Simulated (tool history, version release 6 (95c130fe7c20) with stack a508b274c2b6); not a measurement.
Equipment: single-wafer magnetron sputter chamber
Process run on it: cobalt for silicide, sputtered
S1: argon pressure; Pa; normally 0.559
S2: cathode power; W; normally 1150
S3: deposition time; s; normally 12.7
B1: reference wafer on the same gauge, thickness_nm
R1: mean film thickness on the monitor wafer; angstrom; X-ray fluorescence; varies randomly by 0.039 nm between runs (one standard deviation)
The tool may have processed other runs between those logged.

{"run": 1, "hour": 0.0, "S1": 0.559, "S2": 1150, "S3": 13.9, "B1": 7.326, "R1": 83.57}
{"run": 2, "hour": 93.9, "S1": 0.559, "S2": 1150, "S3": 13.9, "B1": 7.315, "R1": 81.59}
{"run": 3, "hour": 156.1, "S1": 0.559, "S2": 1150, "S3": 12.7, "B1": 7.313, "R1": 74.57}
{"hour": 263.3, "done": "sputter target and shields replaced"}
{"run": 4, "hour": 392.9, "S1": 0.559, "S2": 1150, "S3": 11.2, "B1": 7.319, "R1": 66.43}
{"hour": 426.1, "done": "gauge calibrated"}
{"run": 5, "hour": 431.3, "S1": 0.559, "S2": 1150, "S3": 11.2, "B1": 7.31, "R1": 66.44}
{"hour": 530.3, "done": "sputter target and shields replaced"}
{"run": 6, "hour": 668.2, "S1": 0.559, "S2": 1150, "S3": 12.7, "B1": 7.311, "R1": 75.83}
{"run": 7, "hour": 726.4, "S1": 0.559, "S2": 1150, "S3": 12.7, "B1": 7.329, "R1": 75.14}
{"run": 8, "hour": 787.3, "S1": 0.681, "S2": 1150, "S3": 13.3, "B1": 7.33, "R1": 74.58}
{"hour": 802.6, "done": "sputter target and shields replaced"}
{"run": 9, "hour": 842.5, "S1": 0.681, "S2": 1150, "S3": 13.3, "B1": 7.326, "R1": 77.12}
{"run": 10, "hour": 912.9, "S1": 0.559, "S2": 1400, "S3": 10.5, "B1": 7.314, "R1": 76.42}
{"hour": 936.8, "done": "magnet pack replaced"}
{"run": 11, "hour": 960.4, "S1": 0.676, "S2": 1350, "S3": 10.6, "B1": 7.326, "R1": 70.77}
{"hour": 972.1, "done": "capacitance manometer re-zeroed and calibrated"}
{"run": 12, "hour": 1064.5, "S1": 0.559, "S2": 1400, "S3": 14.1, "B1": 7.316, "R1": 99.41}
{"hour": 1098.9, "done": "sputter target and shields replaced"}
{"run": 13, "hour": 1123.9, "S1": 0.559, "S2": 1400, "S3": 12.7, "B1": 7.311, "R1": 92.53}
{"run": 14, "hour": 1168.3, "S1": 0.559, "S2": 1150, "S3": 12.7, "B1": 7.329, "R1": 75.81}
{"run": 15, "hour": 1214.9, "S1": 0.559, "S2": 1150, "S3": 12.7, "B1": 7.328, "R1": 74.1}
{"run": 16, "hour": 1296.4, "S1": 0.391, "S2": 1300, "S3": 10.9, "B1": 7.326, "R1": 77.28}
{"run": 17, "hour": 1346.3, "S1": 0.746, "S2": 1150, "S3": 12.7, "B1": 7.327, "R1": 68.08}
{"hour": 1400.0, "done": "sputter target and shields replaced"}
{"run": 18, "hour": 1402.4, "S1": 0.385, "S2": 1250, "S3": 14, "B1": 7.324, "R1": 100.04}

Results for each run, recomputed without the tool's hidden state and with each run's random variation untouched:
The tool's hidden condition here consists of: deposition rate above that of a new target (%); true argon pressure above the setpoint (%); gauge reads high (%).
run=1 R1=83.91
run=2 R1=84.02
run=3 R1=77.3
run=4 R1=67.94
run=5 R1=68.15
run=6 R1=77.23
run=7 R1=76.78
run=8 R1=75.71
run=9 R1=76.03
run=10 R1=77.02
run=11 R1=70.99
run=12 R1=103.78
run=13 R1=93.5
run=14 R1=77.62
run=15 R1=76.53
run=16 R1=80.62
run=17 R1=70.81
run=18 R1=99.87
